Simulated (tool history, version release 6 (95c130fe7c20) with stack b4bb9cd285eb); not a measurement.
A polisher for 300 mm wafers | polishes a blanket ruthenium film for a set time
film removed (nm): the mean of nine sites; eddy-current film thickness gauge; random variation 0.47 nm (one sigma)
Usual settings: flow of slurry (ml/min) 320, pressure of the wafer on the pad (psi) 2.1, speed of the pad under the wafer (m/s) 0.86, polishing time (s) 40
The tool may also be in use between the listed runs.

run   hour  flow of slurry (ml/min)  pressure of the wafer on the pad (psi)  speed of the pad under the wafer (m/s)  polishing time (s)  incoming thickness of the incoming film, nm  film removed (nm)
  1    0.0                      320                                     2.1                                    0.86                  40                                        320.0               31.9
  2   17.9                      320                                     2.1                                    0.86                  40                                        319.3               30.4
  3   28.2                      320                                     2.6                                    0.86                  40                                        321.7               37.6
  4   80.2                      320                                     2.6                                    0.86                  40                                        321.9               37.4
  5   90.8                      320                                     2.6                                    0.86                  40                                        316.1               38.1
  6  103.6                      320                                     2.1                                    0.86                  37                                        321.7               27.4
  7  109.9                      320                                     2.1                                    0.86                  37                                        319.9               27.6
  8  126.8                      320                                     2.1                                    0.86                  40                                        325.3               29.9
  9  141.3                      320                                     2.1                                    0.86                  46                                        316.7               34.1
 10  155.8                      320                                     2.1                                    0.86                  46                                        318.5               33.6
 11  171.3                      320                                     2.1                                    0.86                  46                                        326.3               33.6
 12  179.3                      320                                     2.1                                    0.94                  40                                        319.7               31.8
 13  186.5                      320                                     2.1                                    0.86                  40                                        324.4               29.7
 14  201.4                      320                                     2.1                                    0.86                  40                                        317.0               34.0
 15  209.1                      390                                     2.6                                    1.12                  54                                        322.8               74.2
 16  223.9                      320                                     2.1                                    1.00                  40                                        320.0               39.7
 17  235.2                      320                                     2.1                                    0.86                  40                                        322.4               33.5
 18  253.2                      320                                     2.6                                    1.02                  40                                        318.7               49.8
 19  270.2                      320                                     1.9                                    0.62                  40                                        321.1               22.0
 20  278.9                      210                                     2.5                                    1.10                  40                                        317.2               49.6
 21  285.5                      285                                     2.1                                    0.86                  40                                        315.0               33.2
 22  302.5                      215                                     2.1                                    1.14                  34                                        319.5               37.0
 23  315.4                      320                                     2.1                                    0.86                  40                                        319.0               34.6
 24  322.4                      320                                     1.7                                    0.86                  46                                        318.2               31.7
 25  338.5                      405                                     2.1                                    0.86                  40                                        319.1               34.5

Taken out of this log: 5 entries between the listed runs. Where each belongs, and how the hidden state differs across it:
Between runs 3 and 4: worn pad replaced by a new one (hour 76.4)
  deviation of the head's pressure from its setpoint, %: -10.4 -> -11.8
  measured less the result without the state, film removed (nm): -4.3 -> -4.9
Between runs 9 and 10: slurry nozzle cleaned (hour 155.3)
  deviation of the head's pressure from its setpoint, %: -13.4 -> -13.8
  measured less the result without the state, film removed (nm): -5.3 -> -5.3
Between runs 10 and 11: worn pad replaced by a new one (hour 170.8)
  deviation of the head's pressure from its setpoint, %: -13.8 -> -14.2
  measured less the result without the state, film removed (nm): -5.3 -> -5.6
Between runs 13 and 14: head pressure recalibrated (hour 200.9)
  deviation of the head's pressure from its setpoint, %: -14.7 -> -1.27
  measured less the result without the state, film removed (nm): -5.2 -> -0.5
Between runs 21 and 22: worn pad replaced by a new one (hour 290.1)
  deviation of the head's pressure from its setpoint, %: -1.37 -> -1.41
  measured less the result without the state, film removed (nm): -0.5 -> -0.5
